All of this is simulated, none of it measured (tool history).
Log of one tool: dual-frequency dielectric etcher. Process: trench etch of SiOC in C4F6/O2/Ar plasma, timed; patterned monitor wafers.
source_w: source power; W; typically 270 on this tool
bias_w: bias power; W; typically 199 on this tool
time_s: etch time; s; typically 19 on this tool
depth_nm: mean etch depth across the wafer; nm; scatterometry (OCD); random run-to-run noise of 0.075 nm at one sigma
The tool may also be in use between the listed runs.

run   hour  source_w  bias_w  time_s  wafers since the last listed run  hours since the last wet clean  hours since the last source power generator calibration  hours since the last bias power generator calibration  hours since the last upper electrode change  hours since the gauge calibration  read-back reference wafer on the same gauge, depth_nm  depth_nm
  1    0.0       270     225      19                                 0                            63.7                                                   1979.8                                                 1970.8                                       4499.7                              131.5                                                  36.63     33.97
  2   22.8       270     224      19                               347                            86.5                                                   2002.6                                                 1993.6                                       4522.5                              154.3                                                  36.59     33.77
  3  104.6       270     166      19                              1247                           168.3                                                   2084.4                                                 2075.4                                       4604.3                              236.1                                                  36.59     29.96
  4  132.9       270     181      23                               431                           196.6                                                   2112.7                                                 2103.7                                       4632.6                              264.4                                                  36.60     37.63
  5  165.3       270     181      23                               494                           229.0                                                   2145.1                                                 2136.1                                       4665.0                              296.8                                                  36.57     37.76
  6  186.2       270     181      23                               318                           249.9                                                   2166.0                                                 2157.0                                       4685.9                              317.7                                                  36.59     37.81
     216.3  -- upper electrode replaced
  7  216.8       270     199      19                               100                           280.5                                                   2196.6                                                 2187.6                                          0.5                              348.3                                                  36.59     32.57
  8  237.7       290     199      22                               318                           301.4                                                   2217.5                                                 2208.5                                         21.4                              369.2                                                  36.62     38.66
  9  264.6       290     199      22                               410                           328.3                                                   2244.4                                                 2235.4                                         48.3                              396.1                                                  36.62     38.90
 10  280.8       290     199      22                               247                           344.5                                                   2260.6                                                 2251.6                                         64.5                              412.3                                                  36.61     38.86
 11  302.1       270     199      19                               324                           365.8                                                   2281.9                                                 2272.9                                         85.8                              433.6                                                  36.61     32.73
 12  326.7       320     248      19                               375                           390.4                                                   2306.5                                                 2297.5                                        110.4                              458.2                                                  36.58     38.09

What does the tool deliver on the next run?
 13  353.5       290     199      22                               408                           417.2                                                   2333.3                                                 2324.3                                        137.2                              485.0                                                      ?         ?

{"run 13": {"read-back reference wafer on the same gauge, depth_nm": 36.6, "depth_nm": 38.82}}
The same run, on a tool lacking any hidden state, would have yielded depth_nm 37.82 nm.
